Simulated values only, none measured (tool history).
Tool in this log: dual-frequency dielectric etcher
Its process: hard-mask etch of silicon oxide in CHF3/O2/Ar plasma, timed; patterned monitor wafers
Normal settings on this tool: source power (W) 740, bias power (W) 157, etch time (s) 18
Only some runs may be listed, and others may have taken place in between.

run     day  source power (W)  bias power (W)  etch time (s)  read-back reference wafer on the same gauge, depth_nm  mean etch depth across the wafer (angstrom)
  1       0               740             157           20.5                                                  36.17                                        471.5
  2   0.471               740             157           20.5                                                  36.22                                        469.8
  3   0.942               740             157           20.5                                                  36.19                                        478.4
  4   1.596               740             157             18                                                  36.26                                          420
  5   1.875               740             157             18                                                  36.25                                          416
  6   2.583               740             157             18                                                  36.18                                        417.5
  7   2.929               740             157             18                                                  36.23                                        420.6
  8   3.383               740             157             18                                                  36.21                                          417
  9   3.758               740             157             18                                                   36.2                                        420.6
 10   4.342               740             157             18                                                  36.14                                        424.5
 11   4.725               740             157             15                                                   36.2                                        351.3
 12   5.012               740             157             15                                                   36.2                                        348.7
      5.967  -- bias power generator calibrated
 13   6.146               740             157             18                                                  36.14                                        424.4
      6.388  -- gauge calibrated
 14   6.675               850             157             18                                                   36.2                                          446
 15     7.2               570             185             23                                                   36.2                                        516.1
 16   7.675               740             157             18                                                  36.23                                        423.5
      8.175  -- source power generator calibrated
      8.712  -- wet clean of the chamber
      9.283  -- upper electrode replaced
 17   9.304               740             137           15.5                                                  36.18                                        335.3
 18   9.317               890             157             18                                                  36.23                                        428.2
 19   9.329               610             157           23.5                                                  36.22                                        491.5
 20   9.417               840             157           19.5                                                  36.21                                        447.3
 21   9.921               740             157             18                                                  36.19                                        400.5
 22  11.225               900             157             22                                                  36.18                                        521.1
 23  11.708               740             157             18                                                  36.21                                        401.5
 24  12.254               570             157             20                                                   36.2                                        412.1
 25  12.667               740             157             14                                                  36.22                                        312.2
 26  13.004               740             133             18                                                  36.17                                        392.4
 27  13.258               740             157             18                                                  36.19                                        400.6
 28  13.804               740             157           19.5                                                  36.24                                        436.2
 29  14.154               740             127             18                                                  36.19                                        387.3

A few steps of mean etch depth across the wafer (angstrom) between consecutive runs. Split each: what settings, incoming material and random variation would produce without the hidden state, and what is left over for the hidden state, along with gauge scatter present in only one of the two compared results (measured, and without hidden state):
Unlogged tool condition in this case: etch rate over this chamber's usual, %; source power that arrives over what is set, %; bias power that arrives over what is set, %; gauge reads high (%).
Run 12 -> 13: etch time (s) 15 -> 18, bias power generator calibrated. mean etch depth across the wafer (angstrom) +75.7: hidden state +5.8, all else +69.9.
Run 16 -> 17: bias power (W) 157 -> 137, etch time (s) 18 -> 15.5, source power generator calibrated, wet clean of the chamber, upper electrode replaced. mean etch depth across the wafer (angstrom) -88.2: hidden state -24.8, all else -63.4.
Run 21 -> 22: source power (W) 740 -> 900, etch time (s) 18 -> 22. mean etch depth across the wafer (angstrom) +120.6: hidden state +3, all else +117.6.
Run 22 -> 23: source power (W) 900 -> 740, etch time (s) 22 -> 18. mean etch depth across the wafer (angstrom) -119.6: hidden state -1.3, all else -118.3.
